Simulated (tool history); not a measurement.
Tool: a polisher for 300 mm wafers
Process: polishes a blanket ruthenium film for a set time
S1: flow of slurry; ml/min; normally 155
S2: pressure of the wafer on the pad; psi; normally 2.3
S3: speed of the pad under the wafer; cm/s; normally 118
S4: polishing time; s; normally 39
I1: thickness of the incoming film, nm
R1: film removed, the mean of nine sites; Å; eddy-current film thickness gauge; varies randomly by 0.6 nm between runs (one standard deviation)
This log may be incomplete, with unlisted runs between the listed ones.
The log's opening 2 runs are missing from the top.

| run | hour | S1 | S2 | S3 | S4 | I1 | R1 |
|---|---|---|---|---|---|---|---|
| 3 | 28.1 | 155 | 2.3 | 118 | 39 | 397.7 | 607 |
| 4 | 58.9 | 155 | 2.3 | 118 | 39 | 393.4 | 602 |
| 5 | 73 | 155 | 2.3 | 118 | 39 | 404.1 | 608 |
| 6 | 107 | 155 | 2.3 | 118 | 39 | 402.6 | 619 |
| 7 | 140.2 | 155 | 2.3 | 118 | 39 | 406 | 620 |
| 8 | 167.5 | 155 | 2.3 | 118 | 39 | 394.8 | 605 |
|  | 195.6 | worn pad replaced by a new one |
| 9 | 200.7 | 155 | 2.3 | 118 | 34 | 399.5 | 526 |
| 10 | 214.2 | 155 | 2.3 | 104 | 39 | 403.3 | 565 |
| 11 | 226.2 | 155 | 2.3 | 104 | 39 | 396.9 | 560 |
| 12 | 258.3 | 155 | 2.3 | 104 | 39 | 393.3 | 561 |
| 13 | 289.8 | 155 | 2.3 | 118 | 39 | 399.8 | 612 |
| 14 | 317.4 | 155 | 2.3 | 118 | 39 | 396.9 | 613 |
| 15 | 347.6 | 155 | 2.3 | 118 | 39 | 399.3 | 613 |
|  | 367.8 | worn pad replaced by a new one |
| 16 | 373 | 155 | 2.3 | 118 | 39 | 401.5 | 616 |
| 17 | 393 | 155 | 2.3 | 118 | 39 | 403.8 | 613 |
|  | 401.4 | slurry nozzle cleaned |
|  | 452.4 | head pressure recalibrated |
| 18 | 476.9 | 140 | 2.8 | 152 | 49 | 405.9 | 1093 |
| 19 | 497 | 155 | 2.3 | 118 | 39 | 402.7 | 612 |
| 20 | 515.1 | 155 | 2.3 | 118 | 39 | 403.6 | 610 |
|  | 537.8 | worn pad replaced by a new one |
| 21 | 538.3 | 100 | 2.3 | 118 | 48 | 402 | 701 |

The next listed run, before its measurement:
| 22 | 563 | 125 | 2.1 | 118 | 47 | 397.2 | ? |

R1: 644 Å
If the tool had no hidden condition, the same run with the same run-to-run variation would have returned R1 644 Å.
